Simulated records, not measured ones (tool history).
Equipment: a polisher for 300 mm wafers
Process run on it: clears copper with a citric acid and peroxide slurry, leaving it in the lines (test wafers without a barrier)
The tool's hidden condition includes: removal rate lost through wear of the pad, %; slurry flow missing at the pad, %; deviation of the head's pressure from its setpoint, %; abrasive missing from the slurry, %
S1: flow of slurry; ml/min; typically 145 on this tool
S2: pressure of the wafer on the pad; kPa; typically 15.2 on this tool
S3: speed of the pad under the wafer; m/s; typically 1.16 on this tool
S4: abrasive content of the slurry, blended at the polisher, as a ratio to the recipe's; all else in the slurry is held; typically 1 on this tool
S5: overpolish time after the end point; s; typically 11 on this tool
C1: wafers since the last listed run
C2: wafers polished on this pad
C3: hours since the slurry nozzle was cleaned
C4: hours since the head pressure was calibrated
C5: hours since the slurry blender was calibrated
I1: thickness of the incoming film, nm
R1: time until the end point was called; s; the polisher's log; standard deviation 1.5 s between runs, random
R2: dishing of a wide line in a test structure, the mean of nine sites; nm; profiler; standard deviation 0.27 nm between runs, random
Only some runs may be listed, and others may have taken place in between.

| run | hour | S1 | S2 | S3 | S4 | S5 | C1 | C2 | C3 | C4 | C5 | I1 | R1 | R2 |
|---|---|---|---|---|---|---|---|---|---|---|---|---|---|---|
| 1 | 0 | 145 | 15.2 | 1.16 | 1 | 11 | 0 | 578 | 402.3 | 1067.5 | 11 | 310.2 | 181.7 | 12.7 |
| 2 | 23.1 | 145 | 15.2 | 1.16 | 1 | 11 | 113 | 691 | 425.4 | 1090.6 | 34.1 | 309.5 | 174.8 | 13 |
| 3 | 49.2 | 145 | 15.2 | 1.16 | 1 | 11 | 128 | 820 | 451.5 | 1116.7 | 60.2 | 314.2 | 182.6 | 12.7 |
| 4 | 84.9 | 145 | 15.2 | 1.16 | 1 | 11 | 176 | 996 | 487.2 | 1152.4 | 95.9 | 310.9 | 181.2 | 12.8 |
| 5 | 117.2 | 145 | 15.2 | 1.16 | 1 | 11 | 159 | 1156 | 519.5 | 1184.7 | 128.2 | 312.6 | 182.1 | 12.7 |
|  | 132.5 | worn pad replaced by a new one |
| 6 | 140.3 | 145 | 15.2 | 1.16 | 1 | 11 | 94 | 38 | 542.6 | 1207.8 | 151.3 | 311.5 | 182.5 | 12.6 |
| 7 | 163.4 | 145 | 15.2 | 1.16 | 1 | 11 | 113 | 152 | 565.7 | 1230.9 | 174.4 | 308.2 | 180.7 | 13.2 |
| 8 | 197.2 | 145 | 15.2 | 1.16 | 1 | 11 | 166 | 319 | 599.5 | 1264.7 | 208.2 | 315 | 190.1 | 12 |
| 9 | 213 | 145 | 13.1 | 1.16 | 1 | 11 | 77 | 397 | 615.3 | 1280.5 | 224 | 311.4 | 211.7 | 10.9 |
| 10 | 235.9 | 145 | 13.1 | 1.16 | 1 | 11 | 113 | 510 | 638.2 | 1303.4 | 246.9 | 309.9 | 212.8 | 10.7 |
|  | 297.5 | slurry nozzle cleaned |
|  | 305.8 | head pressure recalibrated |
| 11 | 314.7 | 145 | 15.2 | 1.16 | 1 | 11 | 374 | 884 | 17.2 | 8.9 | 325.7 | 308.6 | 164.1 | 14 |
| 12 | 333.6 | 145 | 15.2 | 1.16 | 1 | 11 | 93 | 977 | 36.1 | 27.8 | 344.6 | 312.1 | 167.5 | 14 |
|  | 360.3 | slurry blender recalibrated |
| 13 | 364.3 | 125 | 15.2 | 0.8 | 1 | 11 | 141 | 1119 | 66.8 | 58.5 | 4 | 315.9 | 248.9 | 9.8 |
|  | 415.2 | worn pad replaced by a new one |
| 14 | 442.8 | 110 | 13.1 | 0.94 | 1.1 | 11 | 367 | 136 | 145.3 | 137 | 82.5 | 314.6 | 244.3 | 10.1 |
| 15 | 455.9 | 145 | 15.2 | 1.16 | 1.3 | 11 | 64 | 201 | 158.4 | 150.1 | 95.6 | 306.7 | 152.1 | 15.3 |
| 16 | 491.5 | 145 | 15.2 | 1.16 | 1 | 11 | 175 | 376 | 194 | 185.7 | 131.2 | 313.5 | 167.3 | 14.1 |
| 17 | 514.9 | 145 | 15.2 | 1.16 | 0.7 | 11 | 115 | 492 | 217.4 | 209.1 | 154.6 | 303.4 | 174.8 | 13.1 |
| 18 | 544 | 145 | 10.3 | 1.16 | 1 | 11 | 143 | 635 | 246.5 | 238.2 | 183.7 | 309.2 | 233.9 | 9.9 |
| 19 | 576.1 | 165 | 15.2 | 1.16 | 1 | 4 | 158 | 794 | 278.6 | 270.3 | 215.8 | 312 | 161.6 | 5.4 |
| 20 | 591.9 | 145 | 15.2 | 1.16 | 1 | 15 | 77 | 872 | 294.4 | 286.1 | 231.6 | 311.6 | 167.1 | 18.8 |
| 21 | 612.1 | 165 | 11 | 1.28 | 1 | 14 | 99 | 971 | 314.6 | 306.3 | 251.8 | 305 | 193.4 | 14.4 |
| 22 | 634.7 | 145 | 15.2 | 1.16 | 1 | 17 | 111 | 1083 | 337.2 | 328.9 | 274.4 | 310.4 | 167.2 | 20 |
| 23 | 661.4 | 100 | 18.6 | 1.16 | 1.3 | 11 | 131 | 1215 | 363.9 | 355.6 | 301.1 | 311.4 | 140.8 | 16 |
|  | 687.6 | worn pad replaced by a new one |
| 24 | 690.2 | 145 | 15.2 | 1.3 | 0.85 | 11 | 122 | 12 | 392.7 | 384.4 | 329.9 | 304.4 | 151.1 | 14.6 |
| 25 | 702.5 | 195 | 15.2 | 1.16 | 1 | 11 | 60 | 73 | 405 | 396.7 | 342.2 | 310 | 158.1 | 14 |
| 26 | 725.2 | 145 | 15.2 | 1.16 | 1 | 11 | 112 | 185 | 427.7 | 419.4 | 364.9 | 311.6 | 168.4 | 13.7 |
| 27 | 739.4 | 145 | 15.2 | 1.16 | 1 | 11 | 70 | 255 | 441.9 | 433.6 | 379.1 | 307 | 167 | 14.2 |

Branching from run 27: 5 alternative next runs. What would each branch give?
| A | 739.9 | 145 | 15.2 | 0.98 | 1 | 11 | 2 | 258 | 442.4 | 434.1 | 379.6 | 310.1 | ? | ? |
| B | 739.9 | 110 | 10.3 | 1.16 | 1 | 5 | 2 | 258 | 442.4 | 434.1 | 379.6 | 310.1 | ? | ? |
| C | 739.9 | 115 | 15.2 | 1.16 | 1 | 9 | 2 | 258 | 442.4 | 434.1 | 379.6 | 310.1 | ? | ? |
| D | 739.9 | 145 | 15.2 | 1.16 | 1.1 | 15 | 2 | 258 | 442.4 | 434.1 | 379.6 | 310.1 | ? | ? |
| E | 739.9 | 125 | 15.2 | 1.26 | 0.75 | 16 | 2 | 258 | 442.4 | 434.1 | 379.6 | 310.1 | ? | ? |

| run | R1 | R2 |
|---|---|---|
| A | 191.4 | 12.2 |
| B | 246.4 | 4.6 |
| C | 171.2 | 11.2 |
| D | 158.6 | 18.9 |
| E | 166.9 | 19.1 |
Had the tool no hidden state, the same runs would have come out as:
| run | R1 | R2 |
|---|---|---|
| A | 189.3 | 12.3 |
| B | 243.7 | 4.6 |
| C | 169.3 | 11.4 |
| D | 156.8 | 19 |
| E | 165.1 | 19.3 |
